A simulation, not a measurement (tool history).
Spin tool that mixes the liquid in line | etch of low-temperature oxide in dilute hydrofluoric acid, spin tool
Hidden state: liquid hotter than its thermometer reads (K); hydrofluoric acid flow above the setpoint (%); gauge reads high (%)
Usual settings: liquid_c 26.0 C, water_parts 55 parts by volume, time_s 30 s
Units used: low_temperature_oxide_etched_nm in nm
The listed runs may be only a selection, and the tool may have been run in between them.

run	hour	liquid_c	water_parts	time_s	wafers since the last listed run	hours since the thermometer was replaced	hours since the hydrofluoric acid flow meter was replaced	hours since the gauge calibration	read-back film thickness of the low-temperature oxide reference wafer, read on the same gauge (nm)	low_temperature_oxide_etched_nm
1	0.0	26.0	55	30	0	426.9	398.4	56.6	80.03	21.95
2	13.2	26.0	55	30	215	440.1	411.6	69.8	79.98	22.73
3	46.2	26.0	55	30	538	473.1	444.6	102.8	80.01	22.60
4	63.2	26.0	55	30	277	490.1	461.6	119.8	79.99	22.56
5	140.8	27.5	75	30	1265	567.7	539.2	197.4	79.96	17.01
6	171.2	26.0	55	30	495	598.1	569.6	227.8	79.98	22.03
7	200.8	26.0	55	30	482	627.7	599.2	257.4	80.00	22.40
8	216.3	24.5	25	15	252	643.2	614.7	272.9	79.98	24.55
9	233.8	30.5	80	40	285	660.7	632.2	290.4	80.01	23.67
# hour 247.6: thermometer replaced
# hour 258.3: hydrofluoric acid flow meter replaced
# hour 261.5: gauge calibrated
10	268.5	26.0	55	30	533	20.9	10.2	7.0	80.03	22.56
11	289.2	21.0	55	15	337	41.6	30.9	27.7	80.02	9.15
12	306.2	26.0	55	30	277	58.6	47.9	44.7	80.00	21.95
13	342.2	28.5	35	30	587	94.6	83.9	80.7	79.97	40.12
14	378.0	27.5	40	30	583	130.4	119.7	116.5	79.99	33.63
15	390.5	29.5	55	15	203	142.9	132.2	129.0	79.99	12.94

3 options for the next run, each taken on its own from the tool as it stands now. Forecast them:
A	390.9	26.0	55	40	6	143.3	132.6	129.4	?	?
B	390.9	26.0	75	45	6	143.3	132.6	129.4	?	?
C	390.9	26.0	80	30	6	143.3	132.6	129.4	?	?

run	read-back film thickness of the low-temperature oxide reference wafer, read on the same gauge (nm)	low_temperature_oxide_etched_nm
A	80.02	30.02
B	80.02	24.10
C	80.02	14.96
Had the tool no hidden state, the same runs would have come out as:
run	low_temperature_oxide_etched_nm
A	30.02
B	24.10
C	14.96

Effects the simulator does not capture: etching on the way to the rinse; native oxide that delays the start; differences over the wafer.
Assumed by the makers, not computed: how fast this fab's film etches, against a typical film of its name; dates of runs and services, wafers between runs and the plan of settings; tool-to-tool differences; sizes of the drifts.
